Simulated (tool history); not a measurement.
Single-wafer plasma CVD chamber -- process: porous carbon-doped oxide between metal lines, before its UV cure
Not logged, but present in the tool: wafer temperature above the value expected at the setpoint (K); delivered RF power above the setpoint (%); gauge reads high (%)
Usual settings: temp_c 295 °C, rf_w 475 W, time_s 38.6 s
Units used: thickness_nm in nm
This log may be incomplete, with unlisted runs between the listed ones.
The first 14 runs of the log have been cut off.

run,day,temp_c,rf_w,time_s,wafers since the last listed run,hours since the last thermocouple change,hours since the last RF generator calibration,hours since the showerhead was replaced,hours since the gauge calibration,"read-back reference wafer on the same gauge, thickness_nm",thickness_nm
15,40.392,295,475,33.8,2284,1658.9,133.6,4375.0,2699.1,243.093,184.142
# day 46.696: gauge calibrated
16,46.954,295,475,33.8,4247,1816.4,291.1,4532.5,6.2,242.803,188.117
17,49.467,295,475,38.6,1626,1876.7,351.4,4592.8,66.5,242.709,209.515
# day 52.058: thermocouple changed; heater temperature recalibrated
18,52.500,309,435,46.1,1747,10.6,424.2,4665.6,139.3,242.637,209.526
19,56.871,295,425,38.6,2829,115.5,529.1,4770.5,244.2,243.077,185.554
20,58.708,295,475,38.6,1189,159.6,573.2,4814.6,288.3,242.352,211.303
21,61.917,304,515,30.9,2076,236.6,650.2,4891.6,365.3,242.579,172.201
22,65.100,287,445,38.6,2060,313.0,726.6,4968.0,441.7,242.787,206.908
23,67.575,288,420,38.6,1601,372.4,786.0,5027.4,501.1,243.035,193.835
24,69.162,284,545,32.9,1027,410.5,824.1,5065.5,539.2,243.546,220.671
25,72.125,295,400,38.6,1917,481.6,895.2,5136.6,610.3,243.232,174.523
26,77.121,283,475,38.6,3233,601.5,1015.1,5256.5,730.2,243.220,228.549
# day 78.996: showerhead replaced
27,80.717,302,475,38.6,2111,687.8,1101.4,41.3,816.5,243.038,197.840
28,84.475,295,475,38.6,2432,778.0,1191.6,131.5,906.7,242.792,208.839
29,87.996,295,475,38.6,2278,862.5,1276.1,216.0,991.2,243.473,209.089
30,92.092,295,475,32.3,2651,960.8,1374.4,314.3,1089.5,242.549,175.887
31,96.129,300,510,41.2,2613,1057.7,1471.3,411.2,1186.4,242.880,228.236
32,99.571,307,405,38.6,2227,1140.3,1553.9,493.8,1269.0,243.083,160.779
33,102.762,281,545,45.5,2065,1216.9,1630.5,570.4,1345.6,243.118,301.628
34,106.158,288,400,32.0,2197,1298.4,1712.0,651.9,1427.1,242.698,145.960
35,110.117,295,475,46.0,2562,1393.4,1807.0,746.9,1522.1,242.564,241.207

Consider 3 possible next runs. They are alternatives, not a sequence: every one starts from the tool as it was left by run 35. What does each give?
A,110.133,308,475,38.6,10,1393.8,1807.4,747.3,1522.5,?,?
B,110.133,283,475,32.9,10,1393.8,1807.4,747.3,1522.5,?,?
C,110.133,285,475,31.0,10,1393.8,1807.4,747.3,1522.5,?,?

run,"read-back reference wafer on the same gauge, thickness_nm",thickness_nm
A,243.275,185.919
B,243.275,188.016
C,243.275,174.945
With no hidden state in the tool, these same runs would have given:
run,thickness_nm
A,194.433
B,196.626
C,182.957

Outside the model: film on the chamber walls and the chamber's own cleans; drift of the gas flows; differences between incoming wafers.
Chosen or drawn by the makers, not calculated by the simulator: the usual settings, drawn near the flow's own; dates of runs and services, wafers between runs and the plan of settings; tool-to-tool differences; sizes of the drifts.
